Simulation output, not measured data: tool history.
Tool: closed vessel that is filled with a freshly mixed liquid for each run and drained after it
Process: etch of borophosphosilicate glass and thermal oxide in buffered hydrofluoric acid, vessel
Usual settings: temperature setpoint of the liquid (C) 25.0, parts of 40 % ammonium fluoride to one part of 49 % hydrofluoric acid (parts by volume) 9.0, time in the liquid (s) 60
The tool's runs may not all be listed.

| run | hour | temperature setpoint of the liquid (C) | parts of 40 % ammonium fluoride to one part of 49 % hydrofluoric acid (parts by volume) | time in the liquid (s) | wafers since the last listed run | hours since the thermometer was replaced | hours since the hydrofluoric acid flow meter was replaced | hours since the gauge calibration | read-back film thickness of the borophosphosilicate glass reference wafer, read on the same gauge (nm) | read-back film thickness of the thermal oxide reference wafer, read on the same gauge (nm) | thickness taken off the borophosphosilicate glass on a monitor wafer (Å) | thickness taken off the thermal oxide on a monitor wafer (Å) |
|---|---|---|---|---|---|---|---|---|---|---|---|---|
| 1 | 0.0 | 25.0 | 9.0 | 60 | 0 | 136.4 | 69.8 | 853.1 | 70.03 | 149.99 | 1914.8 | 917.6 |
| 2 | 13.8 | 25.0 | 9.0 | 60 | 1308 | 150.2 | 83.6 | 866.9 | 69.99 | 150.00 | 1911.2 | 911.2 |
|  | 75.2 | gauge calibrated |
|  | 86.1 | hydrofluoric acid flow meter replaced, repeated, since the last time left the tool worse |
| 3 | 98.6 | 25.0 | 9.0 | 60 | 7944 | 235.0 | 12.5 | 23.4 | 70.01 | 150.00 | 1747.0 | 839.1 |
| 4 | 111.9 | 29.0 | 9.0 | 60 | 1260 | 248.3 | 25.8 | 36.7 | 70.00 | 150.00 | 2191.9 | 1037.2 |
| 5 | 124.0 | 25.0 | 9.0 | 60 | 1147 | 260.4 | 37.9 | 48.8 | 70.00 | 150.00 | 1756.3 | 836.3 |
| 6 | 149.2 | 20.5 | 11.5 | 75 | 2389 | 285.6 | 63.1 | 74.0 | 70.02 | 149.99 | 1403.1 | 673.2 |
| 7 | 171.2 | 25.0 | 9.0 | 60 | 2085 | 307.6 | 85.1 | 96.0 | 69.98 | 150.00 | 1778.4 | 835.1 |
| 8 | 205.5 | 27.0 | 8.0 | 60 | 3251 | 341.9 | 119.4 | 130.3 | 70.02 | 150.00 | 2232.0 | 1068.1 |
| 9 | 221.9 | 29.5 | 9.0 | 70 | 1554 | 358.3 | 135.8 | 146.7 | 70.00 | 150.01 | 2612.6 | 1240.8 |
| 10 | 238.5 | 26.5 | 7.0 | 50 | 1573 | 374.9 | 152.4 | 163.3 | 70.02 | 149.99 | 2108.3 | 993.8 |
| 11 | 265.2 | 25.0 | 9.0 | 60 | 2531 | 401.6 | 179.1 | 190.0 | 70.00 | 150.01 | 1794.8 | 845.9 |
| 12 | 312.7 | 25.0 | 9.0 | 60 | 4503 | 449.1 | 226.6 | 237.5 | 70.02 | 149.99 | 1793.7 | 846.8 |
| 13 | 336.5 | 27.5 | 6.0 | 85 | 2256 | 472.9 | 250.4 | 261.3 | 70.00 | 150.01 | 4329.9 | 2052.5 |
| 14 | 364.5 | 21.0 | 5.5 | 35 | 2654 | 500.9 | 278.4 | 289.3 | 69.98 | 150.00 | 1379.4 | 636.1 |
| 15 | 400.3 | 25.0 | 9.0 | 45 | 3393 | 536.7 | 314.2 | 325.1 | 69.97 | 150.02 | 1346.8 | 638.9 |
| 16 | 415.1 | 29.0 | 12.0 | 90 | 1403 | 551.5 | 329.0 | 339.9 | 70.01 | 150.00 | 2581.8 | 1236.7 |
| 17 | 436.4 | 29.0 | 9.0 | 60 | 2019 | 572.8 | 350.3 | 361.2 | 70.01 | 149.98 | 2236.0 | 1057.7 |
| 18 | 467.5 | 25.0 | 12.5 | 60 | 2948 | 603.9 | 381.4 | 392.3 | 70.02 | 150.00 | 1336.4 | 637.7 |
| 19 | 501.0 | 25.0 | 9.0 | 60 | 3175 | 637.4 | 414.9 | 425.8 | 69.99 | 149.99 | 1809.5 | 855.6 |
| 20 | 536.4 | 25.0 | 9.0 | 60 | 3355 | 672.8 | 450.3 | 461.2 | 69.98 | 149.97 | 1770.8 | 853.5 |
| 21 | 569.4 | 25.0 | 10.5 | 35 | 3128 | 705.8 | 483.3 | 494.2 | 69.99 | 149.99 | 934.1 | 446.2 |
| 22 | 596.1 | 25.0 | 9.0 | 60 | 2531 | 732.5 | 510.0 | 520.9 | 70.01 | 150.00 | 1781.4 | 859.2 |
| 23 | 674.6 | 22.5 | 11.5 | 75 | 7441 | 811.0 | 588.5 | 599.4 | 70.00 | 150.01 | 1605.2 | 768.9 |
| 24 | 705.7 | 25.0 | 9.0 | 60 | 2948 | 842.1 | 619.6 | 630.5 | 70.02 | 149.99 | 1821.3 | 863.3 |
| 25 | 729.1 | 25.0 | 7.0 | 45 | 2218 | 865.5 | 643.0 | 653.9 | 69.98 | 150.00 | 1791.5 | 840.2 |
| 26 | 753.3 | 20.0 | 11.5 | 85 | 2294 | 889.7 | 667.2 | 678.1 | 70.03 | 150.01 | 1603.0 | 759.5 |

The tool's hidden state at each run:
liquid colder than its thermometer reads (K): 0 in every run
gauge reads high (%): 0 in every run
H1: hydrofluoric acid flow above the setpoint (%)
| run | H1 |
|---|---|
| 1 | 9.35 |
| 2 | 9.41 |
| 3 | 0.718 |
| 4 | 0.776 |
| 5 | 0.829 |
| 6 | 0.94 |
| 7 | 1.04 |
| 8 | 1.19 |
| 9 | 1.26 |
| 10 | 1.33 |
| 11 | 1.45 |
| 12 | 1.66 |
| 13 | 1.76 |
| 14 | 1.89 |
| 15 | 2.05 |
| 16 | 2.11 |
| 17 | 2.2 |
| 18 | 2.34 |
| 19 | 2.49 |
| 20 | 2.64 |
| 21 | 2.79 |
| 22 | 2.91 |
| 23 | 3.25 |
| 24 | 3.39 |
| 25 | 3.49 |
| 26 | 3.6 |
